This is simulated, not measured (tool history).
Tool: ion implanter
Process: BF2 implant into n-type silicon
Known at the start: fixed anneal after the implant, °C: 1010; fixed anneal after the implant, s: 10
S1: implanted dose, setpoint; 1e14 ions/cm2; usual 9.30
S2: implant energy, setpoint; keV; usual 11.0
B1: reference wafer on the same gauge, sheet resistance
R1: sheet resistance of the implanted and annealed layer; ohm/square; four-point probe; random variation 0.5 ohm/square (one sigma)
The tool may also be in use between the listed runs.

run	day	S1	S2	B1	R1
1	0.000	9.30	13.0	268.95	213.76
2	1.608	11.39	11.0	268.90	220.12
3	3.429	11.39	11.0	269.24	221.07
4	5.400	11.39	11.0	268.94	219.69
5	6.679	9.30	11.0	268.94	229.00
6	9.579	7.35	11.0	268.79	243.81
7	11.792	9.30	11.0	268.94	229.50
8	12.792	9.30	11.0	269.06	229.44
9	14.883	9.30	11.0	269.00	229.27
10	16.579	9.30	11.0	268.90	229.17
# day 23.621: Faraday cup replaced and dose calibrated
11	24.050	9.30	11.0	269.07	227.18
12	25.738	9.30	11.0	268.95	227.43
13	27.979	9.30	11.0	268.84	227.45
14	29.933	10.03	9.5	268.86	237.16
15	32.700	10.88	11.0	269.18	221.45
16	35.704	11.59	7.5	268.88	250.03
# day 37.504: gauge calibrated
17	38.262	8.13	8.5	268.78	260.12
18	40.629	10.88	11.0	268.95	221.35
# day 41.750: extraction supply calibrated
19	42.000	9.30	8.0	268.83	258.11
20	44.412	8.28	11.0	269.10	236.66
21	47.367	6.62	13.0	268.88	238.17
22	49.396	11.86	14.5	268.89	195.31
23	51.667	8.03	11.0	268.74	237.55
24	54.388	7.35	11.0	269.10	245.17
25	57.162	7.33	9.5	269.10	258.39
26	61.808	9.30	11.0	269.14	230.09

Forecast each of these 3 alternatives for the next run:
A	61.825	11.69	11.0	?	?
B	61.825	9.30	14.5	?	?
C	61.825	7.08	13.0	?	?

run	B1	R1
A	268.98	219.37
B	268.98	205.79
C	268.98	232.70
Without the tool's hidden state the same runs would have given:
run	R1
A	217.67
B	203.58
C	229.27
